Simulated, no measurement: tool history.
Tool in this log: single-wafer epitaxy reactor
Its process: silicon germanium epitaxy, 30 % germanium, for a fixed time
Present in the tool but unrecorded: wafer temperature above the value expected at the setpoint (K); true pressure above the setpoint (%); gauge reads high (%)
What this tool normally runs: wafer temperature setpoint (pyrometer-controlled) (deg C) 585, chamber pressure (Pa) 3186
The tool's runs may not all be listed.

run,hour,wafer temperature setpoint (pyrometer-controlled) (deg C),chamber pressure (Pa),wafers since the last listed run,hours since the last pyrometer calibration,hours since the last manometer calibration,hours since the showerhead was replaced,hours since the gauge calibration,"read-back reference wafer on the same gauge, thickness_nm",mean film thickness on the monitor wafer (angstrom)
1,0.0,596,3186,0,2471.2,1567.5,4092.0,93.9,53.228,646.91
2,13.1,596,3186,289,2484.3,1580.6,4105.1,107.0,53.184,646.65
# hour 14.4: gauge calibrated
3,28.7,596,3186,344,2499.9,1596.2,4120.7,14.3,53.176,649.57
4,36.2,585,3186,165,2507.4,1603.7,4128.2,21.8,53.207,514.80
5,42.8,594,3386,145,2514.0,1610.3,4134.8,28.4,53.223,643.36
6,51.8,594,3386,198,2523.0,1619.3,4143.8,37.4,53.203,643.59
# hour 71.6: showerhead replaced, of another model than before
# hour 79.3: pyrometer calibrated
7,79.8,594,3386,269,0.5,1647.3,8.2,65.4,53.195,594.58
# hour 89.7: capacitance manometer re-zeroed and calibrated
8,90.2,595,2946,52,10.9,0.5,18.6,75.8,53.183,573.82
9,90.5,585,3186,6,11.2,0.8,18.9,76.1,53.174,480.15
10,100.2,596,3186,214,20.9,10.5,28.6,85.8,53.193,605.63
11,113.0,585,3186,282,33.7,23.3,41.4,98.6,53.182,478.24
12,125.4,576,3786,273,46.1,35.7,53.8,111.0,53.184,420.42
13,133.3,585,3186,174,54.0,43.6,61.7,118.9,53.201,478.33
# hour 141.0: gauge calibrated
14,142.4,598,2560,200,63.1,52.7,70.8,1.4,53.195,579.74
15,152.7,585,3186,227,73.4,63.0,81.1,11.7,53.228,478.75
16,167.5,597,3786,326,88.2,77.8,95.9,26.5,53.144,660.64
17,175.6,585,3493,178,96.3,85.9,104.0,34.6,53.215,494.27
18,191.9,581,3960,359,112.6,102.2,120.3,50.9,53.194,480.01
19,201.3,585,3546,207,122.0,111.6,129.7,60.3,53.190,498.88

Below are 5 alternative next runs, each starting from the tool's condition after run 19. Predict each:
A,201.7,585,3880,8,122.4,112.0,130.1,60.7,?,?
B,201.7,577,3186,8,122.4,112.0,130.1,60.7,?,?
C,201.7,593,3560,8,122.4,112.0,130.1,60.7,?,?
D,201.7,594,3186,8,122.4,112.0,130.1,60.7,?,?
E,201.7,581,3506,8,122.4,112.0,130.1,60.7,?,?

run,"read-back reference wafer on the same gauge, thickness_nm",mean film thickness on the monitor wafer (angstrom)
A,53.191,516.39
B,53.191,401.94
C,53.191,592.26
D,53.191,579.45
E,53.191,455.28
Without the tool's hidden state the same runs would have given:
run,mean film thickness on the monitor wafer (angstrom)
A,513.41
B,399.57
C,588.91
D,576.19
E,452.63
